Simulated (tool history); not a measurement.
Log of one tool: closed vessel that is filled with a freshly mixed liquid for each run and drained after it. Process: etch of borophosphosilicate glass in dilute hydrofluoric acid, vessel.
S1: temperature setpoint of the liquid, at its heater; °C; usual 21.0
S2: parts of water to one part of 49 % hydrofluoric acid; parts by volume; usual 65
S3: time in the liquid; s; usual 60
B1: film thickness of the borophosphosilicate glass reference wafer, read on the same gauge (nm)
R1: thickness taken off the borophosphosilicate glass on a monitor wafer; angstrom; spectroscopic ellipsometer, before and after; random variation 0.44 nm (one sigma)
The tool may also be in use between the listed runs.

| run | hour | S1 | S2 | S3 | B1 | R1 |
|---|---|---|---|---|---|---|
| 1 | 0.0 | 18.0 | 65 | 40 | 89.98 | 324.2 |
| 2 | 15.4 | 18.0 | 65 | 60 | 90.00 | 482.5 |
| 3 | 44.0 | 21.0 | 85 | 60 | 90.02 | 411.9 |
| 4 | 60.6 | 21.0 | 85 | 60 | 90.00 | 408.0 |
| 5 | 77.3 | 23.0 | 85 | 60 | 90.00 | 440.2 |
| 6 | 110.4 | 24.5 | 50 | 60 | 90.03 | 843.2 |
| 7 | 130.6 | 24.5 | 50 | 60 | 90.04 | 841.6 |
| 8 | 165.9 | 21.0 | 65 | 60 | 90.01 | 544.1 |
| 9 | 189.6 | 21.0 | 65 | 60 | 89.99 | 552.3 |
| 10 | 222.7 | 21.0 | 65 | 60 | 90.00 | 564.5 |
| 11 | 257.2 | 21.0 | 65 | 60 | 89.99 | 558.3 |
| 12 | 337.1 | 21.0 | 65 | 60 | 90.00 | 560.9 |
| 13 | 360.7 | 21.0 | 65 | 60 | 90.00 | 551.3 |
| 14 | 395.3 | 21.0 | 65 | 70 | 89.98 | 649.3 |
| 15 | 411.9 | 21.0 | 65 | 70 | 90.00 | 653.8 |
| 16 | 441.0 | 21.0 | 65 | 75 | 89.99 | 701.0 |
| 17 | 475.4 | 21.0 | 65 | 30 | 89.98 | 279.8 |
| 18 | 560.9 | 18.0 | 65 | 60 | 90.00 | 498.9 |
| 19 | 592.8 | 23.5 | 55 | 60 | 90.02 | 681.5 |
| 20 | 628.7 | 17.0 | 75 | 60 | 89.99 | 369.8 |
| 21 | 664.6 | 18.0 | 65 | 40 | 90.02 | 301.9 |
| 22 | 687.1 | 24.0 | 35 | 60 | 89.98 | 1143.9 |
| 23 | 715.1 | 21.0 | 35 | 60 | 90.02 | 1005.8 |
| 24 | 771.4 | 25.5 | 35 | 45 | 89.98 | 894.3 |
| 25 | 800.6 | 21.0 | 35 | 30 | 90.03 | 501.0 |
| 26 | 833.2 | 22.5 | 65 | 60 | 89.99 | 552.3 |
| 27 | 846.4 | 21.0 | 65 | 60 | 90.00 | 524.6 |
| 28 | 862.0 | 23.0 | 85 | 60 | 89.97 | 426.2 |
| 29 | 897.5 | 25.0 | 65 | 60 | 90.00 | 621.2 |
| 30 | 911.4 | 17.5 | 55 | 30 | 90.00 | 265.2 |
| 31 | 951.7 | 17.0 | 85 | 85 | 90.00 | 468.5 |

Taken out of this log: 3 entries between the listed runs. Where each belongs, and how the hidden state differs across it:
Between runs 18 and 19: thermometer replaced (hour 589.4)
  liquid hotter than its thermometer reads (K): 2.4 -> 0.0963
  measured less the result without the state, R1: +48.2 -> +2.8 angstrom
Between runs 22 and 23: gauge calibrated (hour 691.4); hydrofluoric acid flow meter replaced (hour 713.3)
  liquid hotter than its thermometer reads (K): 0.232 -> 0.272
  measured less the result without the state, R1: +10.9 -> +11.5 angstrom
